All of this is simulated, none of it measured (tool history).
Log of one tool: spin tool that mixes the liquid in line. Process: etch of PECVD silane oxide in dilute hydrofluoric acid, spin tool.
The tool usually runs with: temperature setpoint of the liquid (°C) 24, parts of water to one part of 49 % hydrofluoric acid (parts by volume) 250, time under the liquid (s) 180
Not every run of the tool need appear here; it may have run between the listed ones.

run	hour	temperature setpoint of the liquid (°C)	parts of water to one part of 49 % hydrofluoric acid (parts by volume)	time under the liquid (s)	wafers since the last listed run	hours since the thermometer was replaced	hours since the hydrofluoric acid flow meter was replaced	hours since the gauge calibration	read-back film thickness of the PECVD silane oxide reference wafer, read on the same gauge (nm)	thickness taken off the PECVD silane oxide on a monitor wafer (nm)
1	0	24	250	180	0	62.4	270.1	436.1	120	19.92
2	69.9	24	250	180	352	132.3	340	506	120.03	20.03
3	113.9	26	250	180	221	176.3	384	550	119.98	21.44
4	183.2	26	250	180	349	245.6	453.3	619.3	120.01	21.68
5	208.5	20.5	160	180	127	270.9	478.6	644.6	120.02	31.3
6	276.8	20.5	160	180	344	339.2	546.9	712.9	120.02	30.85
7	312.7	20.5	160	180	181	375.1	582.8	748.8	120	31.25
8	376.9	22.5	250	235	323	439.3	647	813	119.99	26.25
# hour 438.9: gauge calibrated
9	521.4	22.5	250	235	728	583.8	791.5	82.5	120	26.91
10	581	24	250	180	300	643.4	851.1	142.1	119.98	21.87
11	624.3	24	250	250	218	686.7	894.4	185.4	120.04	30.35
12	652	21	370	180	139	714.4	922.1	213.1	120.02	11.73
13	721	26	250	180	348	783.4	991.1	282.1	120.01	24.11
# hour 738.7: hydrofluoric acid flow meter replaced
14	771.1	20	250	180	247	833.5	32.4	332.2	120	18.2
# hour 831.1: thermometer replaced
15	835	24	250	180	317	3.9	96.3	396.1	120.02	19.24
16	862.3	26	250	275	137	31.2	123.6	423.4	119.99	31.45
17	922.4	19.5	125	135	303	91.3	183.7	483.5	120	27.57
18	985.5	24	200	180	318	154.4	246.8	546.6	120	26
19	1018.1	22.5	250	180	164	187	279.4	579.2	119.98	18.66
20	1084.2	29	300	180	333	253.1	345.5	645.3	119.99	19.13

Predict each of these 5 candidate next runs independently; none follows another, all start after run 20:
A	1084.7	24	250	180	2	253.6	346	645.8	?	?
B	1084.7	22.5	355	180	2	253.6	346	645.8	?	?
C	1084.7	26	140	125	2	253.6	346	645.8	?	?
D	1084.7	24	250	210	2	253.6	346	645.8	?	?
E	1084.7	28.5	250	75	2	253.6	346	645.8	?	?

run	read-back film thickness of the PECVD silane oxide reference wafer, read on the same gauge (nm)	thickness taken off the PECVD silane oxide on a monitor wafer (nm)
A	120.03	19.99
B	120.03	12.09
C	120.03	30.13
D	120.03	23.33
E	120.03	9.74
Without the tool's unlogged condition, the same runs would have read:
run	thickness taken off the PECVD silane oxide on a monitor wafer (nm)
A	18.92
B	11.44
C	28.53
D	22.08
E	9.22
